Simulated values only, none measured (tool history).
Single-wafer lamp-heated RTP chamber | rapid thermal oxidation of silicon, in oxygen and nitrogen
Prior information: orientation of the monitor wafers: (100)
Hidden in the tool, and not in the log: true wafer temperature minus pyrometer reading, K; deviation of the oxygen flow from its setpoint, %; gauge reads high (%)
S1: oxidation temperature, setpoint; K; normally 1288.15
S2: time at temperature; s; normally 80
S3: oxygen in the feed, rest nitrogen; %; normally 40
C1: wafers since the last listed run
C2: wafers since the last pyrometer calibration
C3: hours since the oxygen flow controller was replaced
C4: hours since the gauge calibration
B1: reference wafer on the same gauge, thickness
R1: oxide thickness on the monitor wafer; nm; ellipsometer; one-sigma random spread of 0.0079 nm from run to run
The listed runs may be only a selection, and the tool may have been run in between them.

run,hour,S1,S2,S3,C1,C2,C3,C4,B1,R1
1,0.0,1288.15,80,40,0,2287,3754.2,597.3,4.920,5.239
2,78.1,1288.15,80,40,601,2889,3832.3,675.4,4.919,5.277
# hour 107.3: pyrometer window cleaned and pyrometer calibrated
3,137.0,1288.15,80,40,391,228,3891.2,734.3,4.920,5.196
4,214.8,1266.15,80,40,598,827,3969.0,812.1,4.920,4.460
5,289.9,1266.15,80,40,578,1405,4044.1,887.2,4.921,4.486
6,378.9,1266.15,80,40,685,2090,4133.1,976.2,4.919,4.492
# hour 432.4: pyrometer window cleaned and pyrometer calibrated
7,476.9,1273.15,80,40,692,342,4231.1,1074.2,4.920,4.670
8,517.9,1273.15,80,40,315,658,4272.1,1115.2,4.920,4.670
9,591.7,1288.15,80,40,568,1226,4345.9,1189.0,4.920,5.195
10,699.2,1288.15,80,40,827,2054,4453.4,1296.5,4.921,5.218
# hour 797.3: pyrometer window cleaned and pyrometer calibrated
11,807.1,1288.15,80,40,769,75,4561.3,1404.4,4.918,5.193
# hour 822.7: gauge calibrated
12,910.0,1288.15,80,40,792,867,4664.2,87.3,4.921,5.186
13,1011.7,1288.15,80,40,782,1650,4765.9,189.0,4.920,5.212
14,1084.2,1270.15,80,40,558,2209,4838.4,261.5,4.920,4.616
15,1120.9,1262.15,116,17,282,2491,4875.1,298.2,4.919,3.885
# hour 1142.3: pyrometer window cleaned and pyrometer calibrated
16,1225.3,1272.15,80,40,742,639,4979.5,402.6,4.920,4.620
17,1263.9,1288.15,80,40,297,936,5018.1,441.2,4.921,5.168
18,1312.2,1288.15,117,48,371,1308,5066.4,489.5,4.920,6.546
19,1359.4,1288.15,119,40,363,1671,5113.6,536.7,4.921,6.174
# hour 1442.5: oxygen flow controller replaced
20,1443.0,1288.15,80,40,582,2253,0.5,620.3,4.920,5.271
21,1490.7,1288.15,80,17,367,2620,48.2,668.0,4.920,3.999
# hour 1545.4: pyrometer window cleaned and pyrometer calibrated
22,1576.8,1307.15,80,49,601,241,134.3,754.1,4.920,6.418
23,1665.9,1288.15,80,40,685,927,223.4,843.2,4.920,5.236
24,1805.4,1279.15,110,30,1073,2001,362.9,982.7,4.921,5.158
25,1847.6,1265.15,49,17,324,2326,405.1,1024.9,4.920,2.965
# hour 1905.6: pyrometer window cleaned and pyrometer calibrated
26,1911.9,1265.15,80,17,433,48,469.4,1089.2,4.919,3.462

Branching from run 26: 4 alternative next runs. What would each branch give?
A,1912.4,1308.15,80,40,3,52,469.9,1089.7,?,?
B,1912.4,1316.15,80,55,3,52,469.9,1089.7,?,?
C,1912.4,1288.15,80,20,3,52,469.9,1089.7,?,?
D,1912.4,1303.15,55,40,3,52,469.9,1089.7,?,?

run,B1,R1
A,4.919,6.035
B,4.919,7.139
C,4.919,4.185
D,4.919,4.956
With the hidden condition removed and each run's random variation left untouched, the same runs would have given:
run,R1
A,6.033
B,7.132
C,4.186
D,4.954
